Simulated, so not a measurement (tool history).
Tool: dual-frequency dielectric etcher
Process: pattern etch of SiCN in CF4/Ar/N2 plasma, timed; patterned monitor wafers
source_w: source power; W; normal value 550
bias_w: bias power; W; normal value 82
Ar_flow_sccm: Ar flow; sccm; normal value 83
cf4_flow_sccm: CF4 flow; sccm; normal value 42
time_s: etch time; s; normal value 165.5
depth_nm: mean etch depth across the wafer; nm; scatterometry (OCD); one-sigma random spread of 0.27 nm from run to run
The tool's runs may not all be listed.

| run | day | source_w | bias_w | Ar_flow_sccm | cf4_flow_sccm | time_s | read-back reference wafer on the same gauge, depth_nm | depth_nm |
|---|---|---|---|---|---|---|---|---|
| 1 | 0.000 | 550 | 82 | 83 | 42 | 165.5 | 209.1 | 172.8 |
| 2 | 1.400 | 550 | 82 | 83 | 42 | 165.5 | 209.1 | 172.4 |
| 3 | 2.383 | 550 | 82 | 83 | 42 | 165.5 | 209.1 | 172.0 |
|  | 4.012 | upper electrode replaced |
| 4 | 4.033 | 550 | 82 | 83 | 42 | 165.5 | 209.0 | 171.8 |
| 5 | 4.046 | 490 | 82 | 83 | 35 | 165.5 | 209.1 | 153.3 |
| 6 | 4.550 | 490 | 82 | 83 | 35 | 165.5 | 209.1 | 152.5 |
| 7 | 5.246 | 550 | 82 | 83 | 42 | 165.5 | 208.9 | 171.2 |
|  | 5.617 | Ar flow controller replaced |
| 8 | 6.546 | 550 | 82 | 83 | 42 | 165.5 | 209.1 | 171.4 |
|  | 7.212 | bias power generator calibrated |
| 9 | 7.521 | 550 | 82 | 83 | 42 | 165.5 | 209.1 | 170.4 |
| 10 | 8.217 | 620 | 82 | 83 | 42 | 186.0 | 208.9 | 207.2 |
| 11 | 9.129 | 470 | 90 | 83 | 36 | 209.5 | 209.1 | 196.6 |
|  | 9.417 | gauge calibrated |
| 12 | 10.025 | 600 | 82 | 83 | 42 | 165.5 | 208.9 | 180.4 |
|  | 10.762 | CF4 flow controller replaced |
| 13 | 12.796 | 550 | 82 | 83 | 42 | 165.5 | 209.1 | 169.5 |
|  | 13.812 | wet clean of the chamber |
| 14 | 13.833 | 550 | 82 | 72 | 42 | 165.5 | 208.8 | 174.6 |
|  | 14.167 | source power generator calibrated |
| 15 | 14.188 | 550 | 82 | 83 | 42 | 165.5 | 209.0 | 179.7 |
| 16 | 15.492 | 660 | 82 | 83 | 42 | 182.5 | 209.0 | 223.0 |
| 17 | 16.275 | 550 | 82 | 83 | 42 | 165.5 | 208.9 | 179.1 |
| 18 | 17.421 | 550 | 67 | 83 | 32 | 165.5 | 209.0 | 152.4 |
| 19 | 18.450 | 550 | 82 | 83 | 42 | 195.5 | 209.0 | 211.2 |
| 20 | 19.692 | 550 | 82 | 83 | 42 | 165.5 | 209.0 | 178.8 |
| 21 | 20.221 | 550 | 70 | 74 | 46 | 139.5 | 208.9 | 144.6 |

Below are 4 alternative next runs, each starting from the tool's condition after run 21. Predict each:
| A | 20.242 | 550 | 82 | 83 | 42 | 198.0 | ? | ? |
| B | 20.242 | 590 | 82 | 83 | 42 | 182.0 | ? | ? |
| C | 20.242 | 550 | 88 | 66 | 42 | 165.5 | ? | ? |
| D | 20.242 | 550 | 97 | 83 | 42 | 165.5 | ? | ? |

| run | read-back reference wafer on the same gauge, depth_nm | depth_nm |
|---|---|---|
| A | 208.9 | 213.3 |
| B | 208.9 | 205.3 |
| C | 208.9 | 187.6 |
| D | 208.9 | 192.2 |
With the hidden condition removed and each run's random variation left untouched, the same runs would have given:
| run | depth_nm |
|---|---|
| A | 214.6 |
| B | 206.5 |
| C | 188.7 |
| D | 193.4 |
